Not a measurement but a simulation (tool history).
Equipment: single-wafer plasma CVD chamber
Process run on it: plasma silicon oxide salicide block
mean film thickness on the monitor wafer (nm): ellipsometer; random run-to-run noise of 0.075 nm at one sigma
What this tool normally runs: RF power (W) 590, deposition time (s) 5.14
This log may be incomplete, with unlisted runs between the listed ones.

run,day,RF power (W),deposition time (s),wafers since the last listed run,hours since the last RF generator calibration,hours since the showerhead was replaced,hours since the gauge calibration,"read-back reference wafer on the same gauge, thickness_nm",mean film thickness on the monitor wafer (nm)
1,0.000,590,4.75,0,1944.9,3406.7,485.1,42.936,46.517
2,0.262,590,4.38,242,1951.2,3413.0,491.4,42.938,42.723
3,0.958,590,4.38,643,1967.9,3429.7,508.1,42.918,42.719
4,1.679,590,4.38,666,1985.2,3447.0,525.4,42.937,42.848
5,2.288,590,5.14,562,1999.8,3461.6,540.0,42.927,50.231
6,2.683,590,5.14,366,2009.3,3471.1,549.5,42.959,50.088
7,3.238,590,5.14,512,2022.6,3484.4,562.8,42.957,50.225
8,3.567,635,5.14,304,2030.5,3492.3,570.7,42.967,50.883
9,5.250,625,5.14,1556,2070.9,3532.7,611.1,42.969,50.767
10,5.554,625,5.14,281,2078.2,3540.0,618.4,42.969,50.825
11,6.054,625,5.14,462,2090.2,3552.0,630.4,42.998,50.802
12,6.333,590,5.14,258,2096.9,3558.7,637.1,42.996,50.223
# day 7.092: RF generator calibrated
13,7.112,590,5.14,412,0.5,3577.4,655.8,42.995,50.191
14,7.283,590,5.59,157,4.6,3581.5,659.9,43.005,54.606
15,7.850,590,5.14,524,18.2,3595.1,673.5,43.023,50.313
# day 7.875: gauge calibrated
16,8.496,590,5.14,597,33.7,3610.6,14.9,42.604,49.806
17,9.171,590,5.14,624,49.9,3626.8,31.1,42.624,49.844
18,9.588,590,5.14,385,59.9,3636.8,41.1,42.635,49.848
19,10.008,590,5.14,389,70.0,3646.9,51.2,42.636,49.806
20,10.429,590,5.14,389,80.1,3657.0,61.3,42.669,49.823
21,10.688,590,5.14,238,86.3,3663.2,67.5,42.656,49.848
22,11.296,590,5.14,562,100.9,3677.8,82.1,42.653,49.950
23,11.633,700,5.88,312,109.0,3685.9,90.2,42.657,58.999
24,11.912,675,4.20,258,115.7,3692.6,96.9,42.649,41.879
25,12.379,590,4.56,431,126.9,3703.8,108.1,42.673,44.256
26,12.888,675,5.14,470,139.1,3716.0,120.3,42.669,51.316
27,13.254,635,5.14,339,147.9,3724.8,129.1,42.683,50.429
28,13.979,660,4.30,670,165.3,3742.2,146.5,42.698,42.652
29,14.262,485,5.79,262,172.1,3749.0,153.3,42.677,54.237
30,14.804,590,6.09,500,185.1,3762.0,166.3,42.725,59.175
31,15.488,650,4.49,631,201.5,3778.4,182.7,42.686,44.357
# day 16.112: showerhead replaced
32,16.158,590,5.14,312,217.6,1.1,198.8,42.714,49.935
33,16.512,590,5.14,327,226.1,9.6,207.3,42.718,50.020
34,17.083,525,5.68,527,239.8,23.3,221.0,42.747,54.067
35,17.488,590,5.14,373,249.5,33.0,230.7,42.766,49.938
36,17.758,590,6.16,250,256.0,39.5,237.2,42.730,59.800
37,18.421,590,5.14,612,271.9,55.4,253.1,42.775,49.942
38,19.012,590,5.14,547,286.1,69.6,267.3,42.757,49.885
39,19.329,590,5.14,292,293.7,77.2,274.9,42.768,50.023
40,21.025,535,5.14,1568,334.4,117.9,315.6,42.786,49.142
41,21.475,670,5.14,416,345.2,128.7,326.4,42.796,51.223
42,22.258,590,5.14,724,364.0,147.5,345.2,42.840,49.980
43,22.900,500,4.68,593,379.4,162.9,360.6,42.806,44.173
44,23.308,485,5.44,377,389.2,172.7,370.4,42.833,51.054

Forecast each of these 4 alternatives for the next run:
A,23.325,590,5.14,15,389.6,173.1,370.8,?,?
B,23.325,685,4.53,15,389.6,173.1,370.8,?,?
C,23.325,510,4.66,15,389.6,173.1,370.8,?,?
D,23.325,590,5.82,15,389.6,173.1,370.8,?,?

run,"read-back reference wafer on the same gauge, thickness_nm",mean film thickness on the monitor wafer (nm)
A,42.860,50.092
B,42.860,45.450
C,42.860,44.210
D,42.860,56.719
What these runs would have given with no unlogged condition in the tool:
run,mean film thickness on the monitor wafer (nm)
A,49.822
B,45.205
C,43.971
D,56.413
